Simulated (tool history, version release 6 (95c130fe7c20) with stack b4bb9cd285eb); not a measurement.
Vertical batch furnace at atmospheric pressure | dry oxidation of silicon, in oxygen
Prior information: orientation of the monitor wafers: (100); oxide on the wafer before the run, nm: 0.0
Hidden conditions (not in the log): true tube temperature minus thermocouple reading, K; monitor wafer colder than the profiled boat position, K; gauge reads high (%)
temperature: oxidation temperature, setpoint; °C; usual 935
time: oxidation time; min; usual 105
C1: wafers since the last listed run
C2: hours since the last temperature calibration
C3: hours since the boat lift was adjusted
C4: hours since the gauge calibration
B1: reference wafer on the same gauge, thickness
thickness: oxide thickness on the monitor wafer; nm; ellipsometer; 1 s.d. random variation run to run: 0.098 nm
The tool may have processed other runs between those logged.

{"run": 1, "hour": 0.0, "temperature": 928, "time": 105, "C1": 0, "C2": 1336.6, "C3": 4867.3, "C4": 1772.1, "B1": 42.73, "thickness": 35.53}
{"run": 2, "hour": 97.2, "temperature": 928, "time": 105, "C1": 654, "C2": 1433.8, "C3": 4964.5, "C4": 1869.3, "B1": 42.69, "thickness": 35.59}
{"run": 3, "hour": 160.7, "temperature": 935, "time": 105, "C1": 427, "C2": 1497.3, "C3": 5028, "C4": 1932.8, "B1": 42.68, "thickness": 38.34}
{"run": 4, "hour": 225.1, "temperature": 935, "time": 105, "C1": 433, "C2": 1561.7, "C3": 5092.4, "C4": 1997.2, "B1": 42.72, "thickness": 38.05}
{"run": 5, "hour": 331.1, "temperature": 935, "time": 68, "C1": 713, "C2": 1667.7, "C3": 5198.4, "C4": 2103.2, "B1": 42.7, "thickness": 28.26}
{"run": 6, "hour": 423.7, "temperature": 935, "time": 68, "C1": 623, "C2": 1760.3, "C3": 5291, "C4": 2195.8, "B1": 42.69, "thickness": 28.34}
{"run": 7, "hour": 480.5, "temperature": 935, "time": 68, "C1": 382, "C2": 1817.1, "C3": 5347.8, "C4": 2252.6, "B1": 42.71, "thickness": 28.44}
{"run": 8, "hour": 518.7, "temperature": 935, "time": 105, "C1": 257, "C2": 1855.3, "C3": 5386, "C4": 2290.8, "B1": 42.69, "thickness": 38.49}
{"run": 9, "hour": 611.0, "temperature": 935, "time": 105, "C1": 621, "C2": 1947.6, "C3": 5478.3, "C4": 2383.1, "B1": 42.7, "thickness": 38.47}
{"hour": 738.4, "done": "gauge calibrated"}
{"run": 10, "hour": 930.0, "temperature": 935, "time": 105, "C1": 2148, "C2": 2266.6, "C3": 5797.3, "C4": 191.6, "B1": 42.7, "thickness": 38.4}
{"run": 11, "hour": 992.3, "temperature": 935, "time": 105, "C1": 419, "C2": 2328.9, "C3": 5859.6, "C4": 253.9, "B1": 42.71, "thickness": 38.5}
{"run": 12, "hour": 1041.4, "temperature": 935, "time": 105, "C1": 330, "C2": 2378, "C3": 5908.7, "C4": 303, "B1": 42.7, "thickness": 38.42}
{"run": 13, "hour": 1317.1, "temperature": 935, "time": 105, "C1": 1856, "C2": 2653.7, "C3": 6184.4, "C4": 578.7, "B1": 42.72, "thickness": 38.5}
{"run": 14, "hour": 1371.5, "temperature": 960, "time": 157, "C1": 366, "C2": 2708.1, "C3": 6238.8, "C4": 633.1, "B1": 42.7, "thickness": 66.36}
{"run": 15, "hour": 1453.5, "temperature": 952, "time": 72.5, "C1": 552, "C2": 2790.1, "C3": 6320.8, "C4": 715.1, "B1": 42.69, "thickness": 35.69}
{"hour": 1572.0, "done": "thermocouples replaced and temperature profile calibrated"}
{"run": 16, "hour": 1572.5, "temperature": 935, "time": 80, "C1": 639, "C2": 0.5, "C3": 6439.8, "C4": 834.1, "B1": 42.7, "thickness": 31.33}
{"run": 17, "hour": 1641.5, "temperature": 911, "time": 125.5, "C1": 464, "C2": 69.5, "C3": 6508.8, "C4": 903.1, "B1": 42.71, "thickness": 33.35}
{"run": 18, "hour": 1708.2, "temperature": 935, "time": 105, "C1": 449, "C2": 136.2, "C3": 6575.5, "C4": 969.8, "B1": 42.69, "thickness": 37.7}
{"hour": 1741.3, "done": "boat lift adjusted"}
{"run": 19, "hour": 1811.6, "temperature": 911, "time": 125.5, "C1": 534, "C2": 239.6, "C3": 70.3, "C4": 1073.2, "B1": 42.69, "thickness": 34.37}
{"run": 20, "hour": 2070.1, "temperature": 922, "time": 105, "C1": 1740, "C2": 498.1, "C3": 328.8, "C4": 1331.7, "B1": 42.7, "thickness": 33.8}
{"run": 21, "hour": 2174.9, "temperature": 956, "time": 137, "C1": 705, "C2": 602.9, "C3": 433.6, "C4": 1436.5, "B1": 42.7, "thickness": 58.48}
{"run": 22, "hour": 2251.8, "temperature": 935, "time": 105, "C1": 517, "C2": 679.8, "C3": 510.5, "C4": 1513.4, "B1": 42.71, "thickness": 38.86}
{"run": 23, "hour": 2327.2, "temperature": 912, "time": 92, "C1": 507, "C2": 755.2, "C3": 585.9, "C4": 1588.8, "B1": 42.7, "thickness": 27.89}
{"run": 24, "hour": 2372.3, "temperature": 958, "time": 59, "C1": 303, "C2": 800.3, "C3": 631, "C4": 1633.9, "B1": 42.71, "thickness": 33.27}

3 ways to go on from here, each from the tool as it stands after run 24. What would each give?
{"run": "A", "hour": 2378.5, "temperature": 917, "time": 105, "C1": 41, "C2": 806.5, "C3": 637.2, "C4": 1640.1, "B1": "?", "thickness": "?"}
{"run": "B", "hour": 2378.5, "temperature": 958, "time": 62, "C1": 41, "C2": 806.5, "C3": 637.2, "C4": 1640.1, "B1": "?", "thickness": "?"}
{"run": "C", "hour": 2378.5, "temperature": 917, "time": 56, "C1": 41, "C2": 806.5, "C3": 637.2, "C4": 1640.1, "B1": "?", "thickness": "?"}

run=A B1=42.68 thickness=32.25
run=B B1=42.68 thickness=34.41
run=C B1=42.68 thickness=21.22
Without the tool's hidden state the same runs would have given:
run=A thickness=32.29
run=B thickness=34.45
run=C thickness=21.25

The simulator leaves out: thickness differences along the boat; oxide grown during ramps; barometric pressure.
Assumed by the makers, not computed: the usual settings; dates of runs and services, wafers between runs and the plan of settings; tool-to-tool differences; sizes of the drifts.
